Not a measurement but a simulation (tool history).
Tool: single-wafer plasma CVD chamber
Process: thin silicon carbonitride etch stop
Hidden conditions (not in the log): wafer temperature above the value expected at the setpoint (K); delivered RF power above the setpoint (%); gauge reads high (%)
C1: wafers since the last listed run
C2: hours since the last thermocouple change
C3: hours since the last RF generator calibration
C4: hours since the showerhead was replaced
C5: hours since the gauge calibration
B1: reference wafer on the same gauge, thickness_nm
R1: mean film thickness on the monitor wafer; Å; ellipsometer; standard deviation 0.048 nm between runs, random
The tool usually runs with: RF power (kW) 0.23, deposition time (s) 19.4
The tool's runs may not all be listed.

{"run": 1, "hour": 0.0, "RF power (kW)": 0.23, "deposition time (s)": 19.4, "C1": 0, "C2": 2671.9, "C3": 1171.1, "C4": 6442.6, "C5": 275.2, "B1": 12.501, "R1": 116.55}
{"run": 2, "hour": 17.2, "RF power (kW)": 0.23, "deposition time (s)": 19.4, "C1": 399, "C2": 2689.1, "C3": 1188.3, "C4": 6459.8, "C5": 292.4, "B1": 12.476, "R1": 116.93}
{"run": 3, "hour": 26.6, "RF power (kW)": 0.23, "deposition time (s)": 19.4, "C1": 218, "C2": 2698.5, "C3": 1197.7, "C4": 6469.2, "C5": 301.8, "B1": 12.52, "R1": 116.93}
{"run": 4, "hour": 44.1, "RF power (kW)": 0.23, "deposition time (s)": 17.8, "C1": 406, "C2": 2716, "C3": 1215.2, "C4": 6486.7, "C5": 319.3, "B1": 12.491, "R1": 106.73}
{"run": 5, "hour": 58.3, "RF power (kW)": 0.23, "deposition time (s)": 17.8, "C1": 329, "C2": 2730.2, "C3": 1229.4, "C4": 6500.9, "C5": 333.5, "B1": 12.483, "R1": 106.77}
{"run": 6, "hour": 67.0, "RF power (kW)": 0.23, "deposition time (s)": 17.8, "C1": 201, "C2": 2738.9, "C3": 1238.1, "C4": 6509.6, "C5": 342.2, "B1": 12.519, "R1": 106.86}
{"run": 7, "hour": 76.6, "RF power (kW)": 0.195, "deposition time (s)": 17.2, "C1": 222, "C2": 2748.5, "C3": 1247.7, "C4": 6519.2, "C5": 351.8, "B1": 12.476, "R1": 97.14}
{"run": 8, "hour": 91.1, "RF power (kW)": 0.195, "deposition time (s)": 17.2, "C1": 336, "C2": 2763, "C3": 1262.2, "C4": 6533.7, "C5": 366.3, "B1": 12.483, "R1": 98.21}
{"run": 9, "hour": 99.9, "RF power (kW)": 0.195, "deposition time (s)": 17.2, "C1": 204, "C2": 2771.8, "C3": 1271, "C4": 6542.5, "C5": 375.1, "B1": 12.483, "R1": 96.57}
{"run": 10, "hour": 109.9, "RF power (kW)": 0.2, "deposition time (s)": 19.4, "C1": 232, "C2": 2781.8, "C3": 1281, "C4": 6552.5, "C5": 385.1, "B1": 12.484, "R1": 110.87}
{"run": 11, "hour": 121.6, "RF power (kW)": 0.2, "deposition time (s)": 19.4, "C1": 271, "C2": 2793.5, "C3": 1292.7, "C4": 6564.2, "C5": 396.8, "B1": 12.51, "R1": 111.11}
{"hour": 130.6, "done": "RF generator calibrated"}
{"run": 12, "hour": 134.6, "RF power (kW)": 0.2, "deposition time (s)": 19.4, "C1": 116, "C2": 2806.5, "C3": 4, "C4": 6577.2, "C5": 409.8, "B1": 12.489, "R1": 110.1}
{"run": 13, "hour": 143.3, "RF power (kW)": 0.23, "deposition time (s)": 19.4, "C1": 201, "C2": 2815.2, "C3": 12.7, "C4": 6585.9, "C5": 418.5, "B1": 12.509, "R1": 116.66}
{"run": 14, "hour": 152.6, "RF power (kW)": 0.23, "deposition time (s)": 19.4, "C1": 215, "C2": 2824.5, "C3": 22, "C4": 6595.2, "C5": 427.8, "B1": 12.49, "R1": 115.96}
{"run": 15, "hour": 160.6, "RF power (kW)": 0.23, "deposition time (s)": 22.2, "C1": 185, "C2": 2832.5, "C3": 30, "C4": 6603.2, "C5": 435.8, "B1": 12.475, "R1": 133.84}
{"hour": 168.7, "done": "gauge calibrated"}
{"run": 16, "hour": 170.7, "RF power (kW)": 0.27, "deposition time (s)": 21.9, "C1": 234, "C2": 2842.6, "C3": 40.1, "C4": 6613.3, "C5": 2, "B1": 12.518, "R1": 138.94}
{"run": 17, "hour": 186.4, "RF power (kW)": 0.23, "deposition time (s)": 19.4, "C1": 364, "C2": 2858.3, "C3": 55.8, "C4": 6629, "C5": 17.7, "B1": 12.476, "R1": 116.86}
{"run": 18, "hour": 197.0, "RF power (kW)": 0.265, "deposition time (s)": 22, "C1": 245, "C2": 2868.9, "C3": 66.4, "C4": 6639.6, "C5": 28.3, "B1": 12.495, "R1": 138.52}
{"hour": 213.1, "done": "thermocouple changed; heater temperature recalibrated"}
{"run": 19, "hour": 213.6, "RF power (kW)": 0.22, "deposition time (s)": 19.4, "C1": 199, "C2": 0.5, "C3": 83, "C4": 6656.2, "C5": 44.9, "B1": 12.496, "R1": 114.59}

Predict the results of run 20:
{"run": 20, "hour": 225.9, "RF power (kW)": 0.195, "deposition time (s)": 21, "C1": 285, "C2": 12.8, "C3": 95.3, "C4": 6668.5, "C5": 57.2, "B1": "?", "R1": "?"}

B1: 12.506
R1: 118.51 Å
Minus the tool's unlogged condition, the same run would have read R1 118.51 Å.
